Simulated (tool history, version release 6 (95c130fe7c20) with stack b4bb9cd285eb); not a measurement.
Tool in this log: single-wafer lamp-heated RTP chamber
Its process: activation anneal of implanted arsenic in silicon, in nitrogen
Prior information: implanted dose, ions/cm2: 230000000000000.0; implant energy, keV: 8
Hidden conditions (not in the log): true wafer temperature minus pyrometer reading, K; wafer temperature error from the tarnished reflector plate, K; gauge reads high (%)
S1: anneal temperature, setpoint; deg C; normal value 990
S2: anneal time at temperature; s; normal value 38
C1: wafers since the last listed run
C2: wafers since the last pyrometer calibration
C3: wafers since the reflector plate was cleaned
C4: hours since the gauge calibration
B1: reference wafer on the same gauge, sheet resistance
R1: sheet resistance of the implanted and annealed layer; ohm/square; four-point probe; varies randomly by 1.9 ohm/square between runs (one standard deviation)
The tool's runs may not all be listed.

run,hour,S1,S2,C1,C2,C3,C4,B1,R1
1,0.0,990,38,0,2895,2104,368.2,505.51,427.07
# hour 24.6: pyrometer window cleaned and pyrometer calibrated
2,84.7,990,38,913,715,3018,452.9,506.47,426.26
3,178.0,990,38,1111,1827,4129,546.2,507.72,423.73
4,238.3,984,50,718,2545,4848,606.5,508.99,429.99
5,325.3,990,38,1036,3582,5885,693.5,509.66,428.32
# hour 334.3: gauge calibrated
# hour 361.1: pyrometer window cleaned and pyrometer calibrated
6,426.4,990,38,1109,778,6994,92.1,497.81,416.23
7,594.4,990,38,2001,2780,8996,260.1,502.85,424.26
8,637.6,975,53,514,3294,9510,303.3,504.01,425.15
# hour 667.7: pyrometer window cleaned and pyrometer calibrated
9,717.0,1020,45,850,587,10361,382.7,504.76,410.75
# hour 774.5: reflector plate cleaned
10,778.6,990,38,638,1225,48,444.3,505.17,425.28
11,827.8,1017,17,586,1811,634,493.5,505.09,428.60
12,899.8,984,50,857,2669,1492,565.5,505.81,426.19
# hour 991.5: pyrometer window cleaned and pyrometer calibrated
13,1003.6,990,31,1141,144,2634,669.3,506.24,431.76
14,1046.7,1005,60,513,658,3147,712.4,505.75,413.00

4 options for the next run, each taken on its own from the tool as it stands now. Forecast them:
A,1047.1,961,38,4,663,3152,712.8,?,?
B,1047.1,990,56,4,663,3152,712.8,?,?
C,1047.1,990,61,4,663,3152,712.8,?,?
D,1047.1,1016,51,4,663,3152,712.8,?,?

run,B1,R1
A,506.66,436.45
B,506.66,421.66
C,506.66,420.20
D,506.66,411.75
Without the tool's hidden state the same runs would have given:
run,R1
A,425.62
B,411.20
C,409.78
D,401.54
